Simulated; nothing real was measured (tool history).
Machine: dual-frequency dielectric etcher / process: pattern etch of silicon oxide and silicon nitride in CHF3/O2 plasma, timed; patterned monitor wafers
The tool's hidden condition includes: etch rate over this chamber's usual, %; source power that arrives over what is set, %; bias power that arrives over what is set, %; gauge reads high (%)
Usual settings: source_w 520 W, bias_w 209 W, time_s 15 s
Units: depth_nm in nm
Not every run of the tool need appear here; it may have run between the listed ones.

run    hour  source_w  bias_w  time_s  wafers since the last listed run  hours since the last wet clean  hours since the last source power generator calibration  hours since the last bias power generator calibration  hours since the last upper electrode change  hours since the gauge calibration  read-back reference wafer on the same gauge, depth_nm  depth_nm
  1       0       520     229      15                                 0                           532.7                                                   1819.9                                                 3111.6                                       2751.3                              497.4                                                  23.96     23.37
       73.6  -- wet clean of the chamber
  2   129.6       520     229      15                              1907                              56                                                   1949.5                                                 3241.2                                       2880.9                                627                                                  23.93     24.59
  3   229.1       520     229      15                              1797                           155.5                                                     2049                                                 3340.7                                       2980.4                              726.5                                                  23.93     24.23
  4   266.7       520     209      15                               679                           193.1                                                   2086.6                                                 3378.3                                         3018                              764.1                                                  23.86     23.37
  5   347.1       520     209      15                              1452                           273.5                                                     2167                                                 3458.7                                       3098.4                              844.5                                                  23.97     23.67
  6   445.3       520     209      15                              1774                           371.7                                                   2265.2                                                 3556.9                                       3196.6                              942.7                                                   23.9     23.23
  7   498.6       520     209      15                               962                             425                                                   2318.5                                                 3610.2                                       3249.9                                996                                                  23.94     22.97
      576.7  -- wet clean of the chamber
  8   577.2       520     209      15                               986                             0.5                                                   2397.1                                                 3688.8                                       3328.5                             1074.6                                                  23.87     25.26
  9   603.6       520     209      15                               476                            26.9                                                   2423.5                                                 3715.2                                       3354.9                               1101                                                  23.95     25.45
 10   752.5       520     209      15                              2689                           175.8                                                   2572.4                                                 3864.1                                       3503.8                             1249.9                                                  23.93     24.76
 11   833.9       550     209      15                              1470                           257.2                                                   2653.8                                                 3945.5                                       3585.2                             1331.3                                                  23.81     25.36
      935.4  -- source power generator calibrated
     1033.8  -- gauge calibrated
       1041  -- wet clean of the chamber, repeated, since the last time left the tool worse
 12  1152.2       550     209      15                              5244                           111.2                                                    216.8                                                 4263.8                                       3903.5                              118.4                                                  23.88     23.85
     1197.9  -- bias power generator calibrated
 13  1222.6       520     209      15                              1199                           181.6                                                    287.2                                                   24.7                                       3973.9                              188.8                                                  23.86     23.29
 14  1277.3       520     209      15                               988                           236.3                                                    341.9                                                   79.4                                       4028.6                              243.5                                                  23.87     22.95
 15  1334.9       470     194      15                              1040                           293.9                                                    399.5                                                    137                                       4086.2                              301.1                                                  23.91     22.17
 16  1389.3       520     209      16                               982                           348.3                                                    453.9                                                  191.4                                       4140.6                              355.5                                                  23.88     24.34
 17  1463.9       480     209      18                              1347                           422.9                                                    528.5                                                    266                                       4215.2                              430.1                                                  23.84     27.03
 18  1501.8       520     209      15                               684                           460.8                                                    566.4                                                  303.9                                       4253.1                                468                                                  23.91     22.79
 19  1541.3       520     209      15                               713                           500.3                                                    605.9                                                  343.4                                       4292.6                              507.5                                                  23.88     22.76
     1615.3  -- wet clean of the chamber
 20  1636.2       520     191    13.5                              1280                            20.9                                                    700.8                                                  438.3                                       4387.5                              602.4                                                   23.9     21.29
     1704.7  -- upper electrode replaced
 21  1741.8       600     209    17.5                              1474                           126.5                                                    806.4                                                  543.9                                         37.1                                708                                                  23.84      28.4
 22  1822.8       580     209      19                              1463                           207.5                                                    887.4                                                  624.9                                        118.1                                789                                                  23.86     30.85
 23  1924.9       520     209      15                              1844                           309.6                                                    989.5                                                    727                                        220.2                              891.1                                                  23.91     23.34
 24  1994.9       480     209      18                              1264                           379.6                                                   1059.5                                                    797                                        290.2                              961.1                                                   23.9     27.56
 25  2060.9       460     181      19                              1192                           445.6                                                   1125.5                                                    863                                        356.2                             1027.1                                                  23.89     27.38
 26  2156.3       520     209      11                              1723                             541                                                   1220.9                                                  958.4                                        451.6                             1122.5                                                  23.91      16.6

Run 27, settings as shown, results not yet in. Your forecast:
     2233.4  -- wet clean of the chamber
 27  2233.9       520     179    12.5                               968                             0.5                                                   1298.5                                                   1036                                        529.2                             1200.1                                                      ?         ?

{"run 27": {"read-back reference wafer on the same gauge, depth_nm": 23.88, "depth_nm": 19.35}}
Had the tool carried no hidden state, the very same run would have given depth_nm 19.33 nm.
